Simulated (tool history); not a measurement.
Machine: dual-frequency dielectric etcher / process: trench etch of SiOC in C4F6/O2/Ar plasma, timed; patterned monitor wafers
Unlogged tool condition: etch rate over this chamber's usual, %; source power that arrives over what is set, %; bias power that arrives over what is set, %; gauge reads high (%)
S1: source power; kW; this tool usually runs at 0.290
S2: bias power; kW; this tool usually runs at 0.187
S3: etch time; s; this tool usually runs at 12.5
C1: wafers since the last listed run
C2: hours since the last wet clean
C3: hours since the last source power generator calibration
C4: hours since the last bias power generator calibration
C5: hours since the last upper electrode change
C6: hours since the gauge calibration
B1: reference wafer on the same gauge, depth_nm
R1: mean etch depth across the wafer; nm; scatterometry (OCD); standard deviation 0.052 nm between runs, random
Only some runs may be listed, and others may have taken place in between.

run	hour	S1	S2	S3	C1	C2	C3	C4	C5	C6	B1	R1
1	0.0	0.290	0.169	12.5	0	86.2	1577.8	1248.3	2791.1	1272.3	22.19	19.60
2	35.0	0.290	0.169	12.5	606	121.2	1612.8	1283.3	2826.1	1307.3	22.15	19.59
3	81.4	0.290	0.169	12.5	804	167.6	1659.2	1329.7	2872.5	1353.7	22.12	19.52
4	142.7	0.290	0.187	12.5	1062	228.9	1720.5	1391.0	2933.8	1415.0	22.06	20.51
5	188.5	0.290	0.187	13.5	794	274.7	1766.3	1436.8	2979.6	1460.8	22.05	22.10
# hour 198.8: source power generator calibrated
6	238.9	0.290	0.187	13.5	804	325.1	40.1	1487.2	3030.0	1511.2	21.99	22.26
7	303.9	0.290	0.187	13.5	1126	390.1	105.1	1552.2	3095.0	1576.2	21.92	22.15
8	352.7	0.290	0.187	12.5	846	438.9	153.9	1601.0	3143.8	1625.0	21.87	20.42
# hour 359.4: gauge calibrated
9	390.6	0.290	0.187	12.5	657	476.8	191.8	1638.9	3181.7	31.2	22.61	21.17
# hour 456.4: upper electrode replaced
10	456.9	0.290	0.169	12.5	733	543.1	258.1	1705.2	0.5	97.5	22.61	19.98
# hour 469.8: bias power generator calibrated
# hour 491.3: wet clean of the chamber
11	491.8	0.290	0.187	12.5	162	0.5	293.0	22.0	35.4	132.4	22.60	21.12
12	513.9	0.290	0.187	12.5	383	22.6	315.1	44.1	57.5	154.5	22.60	21.11
13	545.7	0.290	0.187	12.5	551	54.4	346.9	75.9	89.3	186.3	22.61	21.16
14	603.6	0.240	0.220	14.0	1003	112.3	404.8	133.8	147.2	244.2	22.60	24.76
15	671.5	0.290	0.187	12.5	1177	180.2	472.7	201.7	215.1	312.1	22.60	21.05
16	715.5	0.320	0.223	14.5	762	224.2	516.7	245.7	259.1	356.1	22.60	27.40
17	773.4	0.340	0.149	11.0	1003	282.1	574.6	303.6	317.0	414.0	22.57	17.04
18	822.8	0.290	0.187	16.0	856	331.5	624.0	353.0	366.4	463.4	22.56	26.96
19	873.3	0.260	0.187	12.5	875	382.0	674.5	403.5	416.9	513.9	22.53	20.63
20	939.8	0.360	0.187	12.5	1152	448.5	741.0	470.0	483.4	580.4	22.51	22.01
21	1008.3	0.290	0.187	12.5	1187	517.0	809.5	538.5	551.9	648.9	22.50	21.11
22	1035.4	0.290	0.187	8.5	469	544.1	836.6	565.6	579.0	676.0	22.46	14.33
23	1066.7	0.290	0.187	9.0	542	575.4	867.9	596.9	610.3	707.3	22.47	15.05
# hour 1100.7: wet clean of the chamber
24	1128.7	0.260	0.187	14.5	658	28.0	929.9	658.9	672.3	769.3	22.43	23.74
25	1160.8	0.290	0.146	12.5	556	60.1	962.0	691.0	704.4	801.4	22.43	18.28
26	1205.0	0.290	0.187	12.5	766	104.3	1006.2	735.2	748.6	845.6	22.41	20.89
27	1240.5	0.290	0.187	12.5	615	139.8	1041.7	770.7	784.1	881.1	22.39	20.92
28	1293.3	0.290	0.173	12.5	915	192.6	1094.5	823.5	836.9	933.9	22.37	19.96

Run 29, settings as shown, results not yet in. Your forecast:
29	1407.0	0.290	0.187	15.5	1971	306.3	1208.2	937.2	950.6	1047.6	?	?

B1: 22.29
R1: 25.83 nm
Take away the tool's hidden state, keep the run-to-run variation as it was, and the same run would have given R1 26.19 nm.
